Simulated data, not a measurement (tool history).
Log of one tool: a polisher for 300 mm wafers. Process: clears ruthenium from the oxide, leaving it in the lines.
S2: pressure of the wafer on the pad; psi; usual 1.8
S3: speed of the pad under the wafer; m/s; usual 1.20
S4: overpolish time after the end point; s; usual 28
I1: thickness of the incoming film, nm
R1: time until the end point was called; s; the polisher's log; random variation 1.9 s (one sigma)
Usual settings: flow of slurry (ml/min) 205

run 1 hour=0.0 | flow_of_slurry_(ml/min)=205 S2=1.8 S3=1.20 S4=28 | I1=115.4 | R1=108.1
-- hour=47.0 worn pad replaced by a new one
run 2 hour=68.9 | flow_of_slurry_(ml/min)=205 S2=1.8 S3=1.20 S4=28 | I1=114.7 | R1=102.7
run 3 hour=115.5 | flow_of_slurry_(ml/min)=205 S2=1.8 S3=1.20 S4=28 | I1=115.7 | R1=106.0
run 4 hour=214.3 | flow_of_slurry_(ml/min)=260 S2=1.8 S3=1.20 S4=37 | I1=113.3 | R1=100.5
-- hour=355.3 worn pad replaced by a new one
run 5 hour=489.1 | flow_of_slurry_(ml/min)=260 S2=1.8 S3=1.20 S4=37 | I1=114.5 | R1=96.6
-- hour=542.8 head pressure recalibrated
run 6 hour=576.8 | flow_of_slurry_(ml/min)=260 S2=1.8 S3=1.20 S4=37 | I1=115.2 | R1=106.7
-- hour=595.0 worn pad replaced by a new one
-- hour=618.1 slurry nozzle cleaned
run 7 hour=667.7 | flow_of_slurry_(ml/min)=205 S2=2.3 S3=1.20 S4=28 | I1=117.2 | R1=84.3
run 8 hour=744.5 | flow_of_slurry_(ml/min)=205 S2=1.5 S3=1.20 S4=28 | I1=117.7 | R1=126.8
-- hour=848.6 worn pad replaced by a new one
run 9 hour=849.1 | flow_of_slurry_(ml/min)=205 S2=1.8 S3=1.20 S4=28 | I1=113.5 | R1=100.7
run 10 hour=902.2 | flow_of_slurry_(ml/min)=205 S2=1.2 S3=0.96 S4=28 | I1=116.2 | R1=191.2
run 11 hour=980.3 | flow_of_slurry_(ml/min)=180 S2=2.1 S3=1.20 S4=35 | I1=114.4 | R1=87.1
run 12 hour=1045.7 | flow_of_slurry_(ml/min)=235 S2=1.8 S3=1.58 S4=19 | I1=115.2 | R1=75.5
-- hour=1109.4 worn pad replaced by a new one
run 13 hour=1143.3 | flow_of_slurry_(ml/min)=180 S2=1.8 S3=1.20 S4=20 | I1=114.9 | R1=102.4
run 14 hour=1254.5 | flow_of_slurry_(ml/min)=170 S2=2.4 S3=0.90 S4=35 | I1=113.9 | R1=102.1
-- hour=1262.7 head pressure recalibrated
run 15 hour=1345.4 | flow_of_slurry_(ml/min)=235 S2=1.8 S3=1.58 S4=19 | I1=115.4 | R1=80.9

Measured less the same run without the tool's hidden state. The same run-to-run variation is in both; the gauge's scatter may not be:
The hidden state here: removal rate lost through wear of the pad, %; slurry flow missing at the pad, %; deviation of the head's pressure from its setpoint, %.
run=1 R1=-2.2
run=2 R1=-4.7
run=3 R1=-6.3
run=4 R1=-8.0
run=5 R1=-10.0
run=6 R1=+0.3
run=7 R1=-2.9
run=8 R1=-6.9
run=9 R1=-7.5
run=10 R1=-15.4
run=11 R1=-7.7
run=12 R1=-7.0
run=13 R1=-9.9
run=14 R1=-10.2
run=15 R1=-4.4
